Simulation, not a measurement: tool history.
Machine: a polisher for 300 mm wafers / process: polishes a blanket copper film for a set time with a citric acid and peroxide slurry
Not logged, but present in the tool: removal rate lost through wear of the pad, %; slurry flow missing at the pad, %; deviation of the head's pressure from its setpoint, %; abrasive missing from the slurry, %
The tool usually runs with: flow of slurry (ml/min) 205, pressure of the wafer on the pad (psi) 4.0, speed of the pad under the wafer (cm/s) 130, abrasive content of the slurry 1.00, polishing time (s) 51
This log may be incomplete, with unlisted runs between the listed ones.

| run | hour | flow of slurry (ml/min) | pressure of the wafer on the pad (psi) | speed of the pad under the wafer (cm/s) | abrasive content of the slurry | polishing time (s) | wafers since the last listed run | wafers polished on this pad | hours since the slurry nozzle was cleaned | hours since the head pressure was calibrated | hours since the slurry blender was calibrated | incoming thickness of the incoming film, nm | film removed (nm) |
|---|---|---|---|---|---|---|---|---|---|---|---|---|---|
| 1 | 0.0 | 205 | 4.0 | 130 | 1.00 | 51 | 0 | 108 | 63.5 | 432.2 | 85.5 | 907.7 | 210.0 |
| 2 | 38.6 | 205 | 4.0 | 130 | 1.00 | 51 | 272 | 380 | 102.1 | 470.8 | 124.1 | 920.8 | 215.0 |
| 3 | 52.9 | 205 | 4.0 | 130 | 1.00 | 51 | 100 | 481 | 116.4 | 485.1 | 138.4 | 901.5 | 209.4 |
| 4 | 87.7 | 205 | 4.7 | 130 | 1.10 | 51 | 245 | 727 | 151.2 | 519.9 | 173.2 | 929.0 | 246.8 |
| 5 | 115.0 | 205 | 4.7 | 130 | 1.10 | 51 | 192 | 919 | 178.5 | 547.2 | 200.5 | 920.4 | 251.5 |
| 6 | 129.9 | 205 | 4.0 | 130 | 1.10 | 51 | 105 | 1024 | 193.4 | 562.1 | 215.4 | 918.4 | 219.7 |
|  | 148.4 | worn pad replaced by a new one |
| 7 | 194.4 | 205 | 4.0 | 130 | 1.10 | 51 | 426 | 324 | 257.9 | 626.6 | 279.9 | 911.8 | 219.4 |
| 8 | 207.6 | 205 | 4.0 | 130 | 1.10 | 51 | 93 | 417 | 271.1 | 639.8 | 293.1 | 920.7 | 216.3 |
| 9 | 224.6 | 205 | 4.0 | 130 | 1.00 | 51 | 119 | 537 | 288.1 | 656.8 | 310.1 | 912.9 | 210.8 |
|  | 235.1 | slurry blender recalibrated |
| 10 | 247.5 | 245 | 4.0 | 130 | 1.00 | 51 | 147 | 684 | 311.0 | 679.7 | 12.4 | 924.7 | 212.2 |
|  | 267.6 | head pressure recalibrated |
|  | 282.8 | worn pad replaced by a new one |
| 11 | 283.3 | 205 | 4.0 | 130 | 1.00 | 51 | 210 | 3 | 346.8 | 15.7 | 48.2 | 921.8 | 212.3 |
| 12 | 306.2 | 205 | 4.0 | 130 | 1.00 | 51 | 161 | 164 | 369.7 | 38.6 | 71.1 | 903.7 | 211.3 |
| 13 | 321.6 | 205 | 4.8 | 130 | 1.00 | 45 | 108 | 273 | 385.1 | 54.0 | 86.5 | 921.2 | 217.8 |
|  | 387.1 | slurry nozzle cleaned |
| 14 | 387.8 | 205 | 4.8 | 130 | 1.00 | 45 | 459 | 733 | 0.7 | 120.2 | 152.7 | 908.5 | 219.0 |
| 15 | 402.0 | 205 | 4.0 | 130 | 1.20 | 51 | 100 | 833 | 14.9 | 134.4 | 166.9 | 929.7 | 222.5 |
| 16 | 435.3 | 205 | 4.0 | 154 | 0.80 | 51 | 234 | 1068 | 48.2 | 167.7 | 200.2 | 923.9 | 224.9 |
|  | 449.5 | worn pad replaced by a new one |
| 17 | 455.4 | 205 | 3.3 | 130 | 1.20 | 51 | 113 | 41 | 68.3 | 187.8 | 220.3 | 911.9 | 191.4 |
| 18 | 471.0 | 270 | 4.0 | 130 | 1.00 | 51 | 110 | 151 | 83.9 | 203.4 | 235.9 | 907.6 | 216.7 |
| 19 | 493.8 | 205 | 4.0 | 130 | 0.75 | 51 | 160 | 312 | 106.7 | 226.2 | 258.7 | 903.0 | 196.5 |
| 20 | 517.4 | 205 | 4.0 | 168 | 1.00 | 68 | 166 | 479 | 130.3 | 249.8 | 282.3 | 907.7 | 339.2 |
|  | 541.6 | slurry blender recalibrated |
| 21 | 552.1 | 205 | 4.0 | 130 | 0.85 | 51 | 230 | 709 | 165.0 | 284.5 | 10.5 | 918.0 | 203.4 |
| 22 | 583.2 | 205 | 4.0 | 100 | 1.00 | 51 | 219 | 929 | 196.1 | 315.6 | 41.6 | 919.6 | 179.7 |
|  | 601.4 | worn pad replaced by a new one |
| 23 | 610.7 | 205 | 4.0 | 130 | 1.00 | 51 | 165 | 65 | 223.6 | 343.1 | 69.1 | 913.2 | 211.0 |
| 24 | 628.2 | 205 | 4.0 | 156 | 0.85 | 39 | 123 | 188 | 241.1 | 360.6 | 86.6 | 937.7 | 178.4 |
| 25 | 651.9 | 205 | 3.3 | 130 | 1.20 | 51 | 167 | 355 | 264.8 | 384.3 | 110.3 | 915.3 | 190.5 |
| 26 | 687.5 | 205 | 4.0 | 130 | 1.00 | 51 | 251 | 606 | 300.4 | 419.9 | 145.9 | 920.2 | 209.9 |
| 27 | 705.2 | 205 | 4.0 | 130 | 1.00 | 51 | 124 | 731 | 318.1 | 437.6 | 163.6 | 912.6 | 213.3 |
| 28 | 720.5 | 205 | 4.0 | 162 | 1.00 | 51 | 107 | 839 | 333.4 | 452.9 | 178.9 | 914.7 | 250.8 |
| 29 | 752.2 | 205 | 4.0 | 130 | 1.00 | 51 | 223 | 1063 | 365.1 | 484.6 | 210.6 | 935.2 | 211.9 |

5 ways to go on from here, each from the tool as it stands after run 29. What would each give?
| A | 752.6 | 205 | 4.0 | 130 | 1.00 | 51 | 2 | 1065 | 365.5 | 485.0 | 211.0 | 907.1 | ? |
| B | 752.6 | 205 | 5.1 | 130 | 0.75 | 51 | 2 | 1065 | 365.5 | 485.0 | 211.0 | 907.1 | ? |
| C | 752.6 | 205 | 5.2 | 130 | 1.00 | 51 | 2 | 1065 | 365.5 | 485.0 | 211.0 | 907.1 | ? |
| D | 752.6 | 205 | 2.7 | 94 | 1.30 | 68 | 2 | 1065 | 365.5 | 485.0 | 211.0 | 907.1 | ? |
| E | 752.6 | 205 | 3.6 | 130 | 1.00 | 51 | 2 | 1065 | 365.5 | 485.0 | 211.0 | 907.1 | ? |

| run | film removed (nm) |
|---|---|
| A | 210.8 |
| B | 238.3 |
| C | 260.8 |
| D | 180.7 |
| E | 194.1 |
Had the tool no hidden state, the same runs would have come out as:
| run | film removed (nm) |
|---|---|
| A | 210.8 |
| B | 238.3 |
| C | 260.8 |
| D | 180.7 |
| E | 194.1 |

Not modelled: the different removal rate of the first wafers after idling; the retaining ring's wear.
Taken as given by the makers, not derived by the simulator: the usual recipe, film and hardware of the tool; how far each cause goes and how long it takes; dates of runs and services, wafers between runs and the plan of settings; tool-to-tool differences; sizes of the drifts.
